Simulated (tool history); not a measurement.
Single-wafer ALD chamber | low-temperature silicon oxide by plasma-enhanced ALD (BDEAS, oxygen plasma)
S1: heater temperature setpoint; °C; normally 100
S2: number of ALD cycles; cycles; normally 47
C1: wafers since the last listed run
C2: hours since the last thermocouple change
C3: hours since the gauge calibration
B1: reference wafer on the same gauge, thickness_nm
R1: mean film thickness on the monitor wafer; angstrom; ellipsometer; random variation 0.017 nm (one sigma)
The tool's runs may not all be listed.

run 1 hour=0 | S1=100 S2=47 | C1=0 C2=1088.5 C3=107.7 | B1=6.729 | R1=66.42
run 2 hour=25.2 | S1=100 S2=54 | C1=108 C2=1113.7 C3=132.9 | B1=6.731 | R1=76.51
run 3 hour=51.7 | S1=100 S2=54 | C1=114 C2=1140.2 C3=159.4 | B1=6.73 | R1=75.98
run 4 hour=70.1 | S1=100 S2=47 | C1=79 C2=1158.6 C3=177.8 | B1=6.731 | R1=66.13
run 5 hour=82.3 | S1=100 S2=47 | C1=52 C2=1170.8 C3=190 | B1=6.733 | R1=66.24
run 6 hour=139.1 | S1=100 S2=47 | C1=244 C2=1227.6 C3=246.8 | B1=6.73 | R1=66.37
run 7 hour=152.6 | S1=104 S2=47 | C1=58 C2=1241.1 C3=260.3 | B1=6.732 | R1=65.39
run 8 hour=168 | S1=107 S2=47 | C1=66 C2=1256.5 C3=275.7 | B1=6.731 | R1=65.12
run 9 hour=180 | S1=107 S2=47 | C1=51 C2=1268.5 C3=287.7 | B1=6.728 | R1=65.08
run 10 hour=201.7 | S1=103 S2=47 | C1=93 C2=1290.2 C3=309.4 | B1=6.73 | R1=65.66
run 11 hour=231.7 | S1=103 S2=47 | C1=129 C2=1320.2 C3=339.4 | B1=6.731 | R1=66
run 12 hour=261.2 | S1=103 S2=47 | C1=127 C2=1349.7 C3=368.9 | B1=6.727 | R1=65.81
run 13 hour=274.8 | S1=100 S2=47 | C1=58 C2=1363.3 C3=382.5 | B1=6.729 | R1=66.65
run 14 hour=288.2 | S1=100 S2=47 | C1=57 C2=1376.7 C3=395.9 | B1=6.731 | R1=66.95
run 15 hour=320.1 | S1=91 S2=47 | C1=137 C2=1408.6 C3=427.8 | B1=6.73 | R1=69.24
run 16 hour=339.7 | S1=100 S2=52 | C1=84 C2=1428.2 C3=447.4 | B1=6.73 | R1=73.75
run 17 hour=400.3 | S1=100 S2=47 | C1=260 C2=1488.8 C3=508 | B1=6.728 | R1=66.82
-- hour=415 gauge calibrated
run 18 hour=435.8 | S1=85 S2=39 | C1=152 C2=1524.3 C3=20.8 | B1=6.73 | R1=58.76
run 19 hour=470.5 | S1=100 S2=51 | C1=149 C2=1559 C3=55.5 | B1=6.728 | R1=72.44
run 20 hour=483.1 | S1=100 S2=53 | C1=54 C2=1571.6 C3=68.1 | B1=6.731 | R1=75.36
run 21 hour=511.4 | S1=109 S2=51 | C1=121 C2=1599.9 C3=96.4 | B1=6.731 | R1=70.52

Expected results for the next run?
run 22 hour=544.6 | S1=88 S2=47 | C1=142 C2=1633.1 C3=129.6 | B1=? | R1=?

B1: 6.732
R1: 70.15 angstrom
Had the tool carried no hidden state, the very same run would have given R1 68.5 angstrom.
